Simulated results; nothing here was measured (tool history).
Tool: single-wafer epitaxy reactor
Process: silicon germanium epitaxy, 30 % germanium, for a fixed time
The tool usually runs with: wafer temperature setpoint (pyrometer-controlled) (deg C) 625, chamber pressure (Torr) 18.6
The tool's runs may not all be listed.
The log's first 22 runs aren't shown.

run,hour,wafer temperature setpoint (pyrometer-controlled) (deg C),chamber pressure (Torr),"read-back reference wafer on the same gauge, thickness_nm",mean film thickness on the monitor wafer (nm)
# hour 555.6: capacitance manometer re-zeroed and calibrated
23,556.1,625,17.1,80.461,83.378
24,581.4,618,16.2,80.382,72.702
25,608.3,625,18.6,80.317,86.226
# hour 633.5: pyrometer calibrated
26,635.4,611,20.7,80.22,71.861
27,651.2,618,17.4,80.222,74.536
28,678.1,625,18.6,80.122,85.263
# hour 696.4: showerhead replaced
29,706.1,633,15.6,80.011,89.806
30,735.5,638,18.6,79.951,103.591
31,764.5,625,22.3,79.845,91.508
32,838.6,615,18.6,79.69,73.165
33,870.1,625,18.6,79.529,85.194
34,884.8,632,18.6,79.504,94.202
# hour 898.6: gauge calibrated
35,903.3,625,20.2,80.94,88.992

Consider 4 possible next runs. They are alternatives, not a sequence: every one starts from the tool as it was left by run 35. What does each give?
A,903.7,625,17.3,?,?
B,903.7,615,15.4,?,?
C,903.7,614,18.6,?,?
D,903.7,617,14.7,?,?

run,"read-back reference wafer on the same gauge, thickness_nm",mean film thickness on the monitor wafer (nm)
A,81.012,83.766
B,81.012,68.555
C,81.012,72.844
D,81.012,69.392
The same runs, with their run-to-run variation unchanged, on a tool lacking any hidden condition would have given:
run,mean film thickness on the monitor wafer (nm)
A,83.997
B,68.744
C,73.045
D,69.583
